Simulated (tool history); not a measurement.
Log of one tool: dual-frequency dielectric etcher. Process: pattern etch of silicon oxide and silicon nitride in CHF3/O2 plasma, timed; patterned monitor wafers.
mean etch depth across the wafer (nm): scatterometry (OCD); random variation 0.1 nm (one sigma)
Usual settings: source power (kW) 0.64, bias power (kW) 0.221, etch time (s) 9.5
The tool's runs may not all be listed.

| run | hour | source power (kW) | bias power (kW) | etch time (s) | read-back reference wafer on the same gauge, depth_nm | mean etch depth across the wafer (nm) |
|---|---|---|---|---|---|---|
| 1 | 0 | 0.64 | 0.221 | 9 | 19.32 | 15.9 |
| 2 | 37.1 | 0.64 | 0.221 | 7.5 | 19.31 | 13.42 |
| 3 | 64 | 0.64 | 0.221 | 7.5 | 19.34 | 13.41 |
|  | 79.5 | gauge calibrated |
| 4 | 126.5 | 0.64 | 0.221 | 9.5 | 19.28 | 16.78 |
|  | 171.1 | bias power generator calibrated |
| 5 | 175.1 | 0.64 | 0.221 | 9.5 | 19.3 | 16.43 |
| 6 | 207 | 0.64 | 0.221 | 9.5 | 19.3 | 16.49 |
| 7 | 260.3 | 0.64 | 0.221 | 9.5 | 19.33 | 16.43 |
| 8 | 291.7 | 0.64 | 0.257 | 9.5 | 19.31 | 16.8 |
| 9 | 342.6 | 0.64 | 0.261 | 9.5 | 19.34 | 16.78 |
| 10 | 374.8 | 0.57 | 0.199 | 7 | 19.27 | 11.05 |
|  | 402.4 | wet clean of the chamber |
| 11 | 406.1 | 0.64 | 0.221 | 7 | 19.28 | 12.47 |
|  | 476.1 | upper electrode replaced |
| 12 | 476.6 | 0.73 | 0.244 | 11.5 | 19.27 | 21.8 |
| 13 | 508.3 | 0.74 | 0.171 | 6.5 | 19.31 | 11.67 |
| 14 | 533 | 0.51 | 0.275 | 12.5 | 19.33 | 20.35 |
| 15 | 576.5 | 0.64 | 0.221 | 9.5 | 19.27 | 16.55 |
| 16 | 617.9 | 0.64 | 0.182 | 11 | 19.36 | 18.37 |
| 17 | 654.2 | 0.59 | 0.221 | 9.5 | 19.31 | 15.69 |
| 18 | 689.7 | 0.64 | 0.256 | 9.5 | 19.31 | 16.74 |
|  | 764.7 | wet clean of the chamber |
| 19 | 765.2 | 0.76 | 0.221 | 8 | 19.3 | 15.38 |
|  | 792.7 | source power generator calibrated |
| 20 | 801.3 | 0.64 | 0.221 | 9.5 | 19.26 | 16.83 |
| 21 | 927.3 | 0.64 | 0.221 | 9.5 | 19.31 | 16.51 |
| 22 | 965.4 | 0.54 | 0.187 | 9.5 | 19.3 | 14.71 |
| 23 | 994.6 | 0.64 | 0.181 | 9.5 | 19.34 | 15.64 |
| 24 | 1041.9 | 0.68 | 0.255 | 9.5 | 19.28 | 17.36 |
| 25 | 1083.2 | 0.53 | 0.255 | 8 | 19.23 | 12.76 |
| 26 | 1123.2 | 0.64 | 0.221 | 12 | 19.25 | 20.39 |
| 27 | 1173.6 | 0.64 | 0.221 | 9.5 | 19.31 | 16.02 |
|  | 1243.6 | wet clean of the chamber |
| 28 | 1244.1 | 0.64 | 0.221 | 9.5 | 19.25 | 16.94 |
| 29 | 1251.9 | 0.76 | 0.171 | 7 | 19.25 | 12.94 |

What the log doesn't show, run by run:
source power that arrives over what is set, %: 0 in every run
bias power that arrives over what is set, %: 0 in every run
gauge reads high (%): 0 in every run
H1: etch rate over this chamber's usual, %
| run | H1 |
|---|---|
| 1 | 0.301 |
| 2 | -0.169 |
| 3 | -0.51 |
| 4 | -1.3 |
| 5 | -1.92 |
| 6 | -2.32 |
| 7 | -3 |
| 8 | -3.39 |
| 9 | -4.04 |
| 10 | -4.45 |
| 11 | -0.55 |
| 12 | -1.44 |
| 13 | -1.84 |
| 14 | -2.16 |
| 15 | -2.71 |
| 16 | -3.23 |
| 17 | -3.69 |
| 18 | -4.14 |
| 19 | -0.503 |
| 20 | -0.96 |
| 21 | -2.56 |
| 22 | -3.04 |
| 23 | -3.41 |
| 24 | -4.01 |
| 25 | -4.53 |
| 26 | -5.04 |
| 27 | -5.68 |
| 28 | -0.0825 |
| 29 | -0.181 |

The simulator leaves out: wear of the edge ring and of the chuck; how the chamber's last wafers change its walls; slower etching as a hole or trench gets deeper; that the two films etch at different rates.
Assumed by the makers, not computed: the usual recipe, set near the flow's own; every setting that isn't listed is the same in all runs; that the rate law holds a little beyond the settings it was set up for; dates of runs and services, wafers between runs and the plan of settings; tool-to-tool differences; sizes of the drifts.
